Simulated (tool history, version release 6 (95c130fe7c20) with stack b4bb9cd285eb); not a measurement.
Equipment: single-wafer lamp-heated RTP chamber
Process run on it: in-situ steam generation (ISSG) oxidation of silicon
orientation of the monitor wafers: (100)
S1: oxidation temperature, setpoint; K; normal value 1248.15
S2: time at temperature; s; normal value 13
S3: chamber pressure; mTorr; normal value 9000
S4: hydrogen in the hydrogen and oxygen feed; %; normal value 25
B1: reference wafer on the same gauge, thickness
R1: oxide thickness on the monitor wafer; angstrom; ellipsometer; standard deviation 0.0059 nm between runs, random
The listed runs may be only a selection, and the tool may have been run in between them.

run    hour       S1  S2     S3  S4     B1     R1
  1       0  1248.15  13   9000  25  3.959  39.58
  2    49.9  1248.15  13   9000  25  3.959  39.61
  3    98.9  1248.15  13   9000  25   3.96  39.69
  4   157.3  1248.15  13   9000  25   3.96  39.64
  5   288.1  1248.15  13   9000  25  3.959  39.98
  6   347.1  1248.15  13  10000  25  3.962  39.24
      388.1  -- pyrometer window cleaned and pyrometer calibrated
  7   388.6  1248.15  13  10000  25  3.961  38.85
  8     429  1248.15  13  10000  25   3.96  38.91
  9   476.7  1248.15  15   8500  25  3.958  42.21
 10     516  1248.15  15   8500  25  3.959  42.34
      530.5  -- pressure gauge zeroed
 11   605.1  1248.15  13   9000  25   3.96  39.68
 12   644.3  1248.15  13   9000  25   3.96  39.79
 13   677.7  1248.15  13   9000  25  3.959  39.97
 14   732.7  1239.15   9  10100  28  3.961  33.97
 15   783.9  1248.15  15   8100  25  3.961   42.8
      837.1  -- gauge calibrated
      838.5  -- pyrometer window cleaned and pyrometer calibrated
 16     839  1248.15  13   9000  20  3.958  37.61
 17     870  1248.15  13   9000  25  3.962  39.65
 18   913.5  1232.15  13   9000  32   3.96  40.36
      945.8  -- hydrogen flow controller replaced
 19   967.8  1248.15  13  10200  17  3.961  35.48
 20  1009.7  1248.15  13   9000  25  3.959   39.7
 21    1066  1248.15  13   9000  25   3.96  39.73
 22    1103  1266.15  13   9000  32  3.959  44.87
 23  1171.2  1248.15  13   9000  19   3.96  37.31
 24    1229  1239.15  10   8300  21   3.96   33.9
 25  1282.4  1236.15  10   7900  28  3.959  36.61
 26  1323.2  1248.15  13   9000  25  3.959  40.26

Alternative continuations, all from the tool just after run 26; predict every row:
  A  1323.6  1248.15  13   9000  25   ?   ?
  B  1323.6  1241.15  16  10200  15   ?   ?
  C  1323.6  1266.15  17   8100  20   ?   ?

run    B1     R1
  A  3.96  40.31
  B  3.96  37.57
  C  3.96  45.91
Without the tool's hidden state the same runs would have given:
run     R1
  A  39.73
  B  37.01
  C   45.1
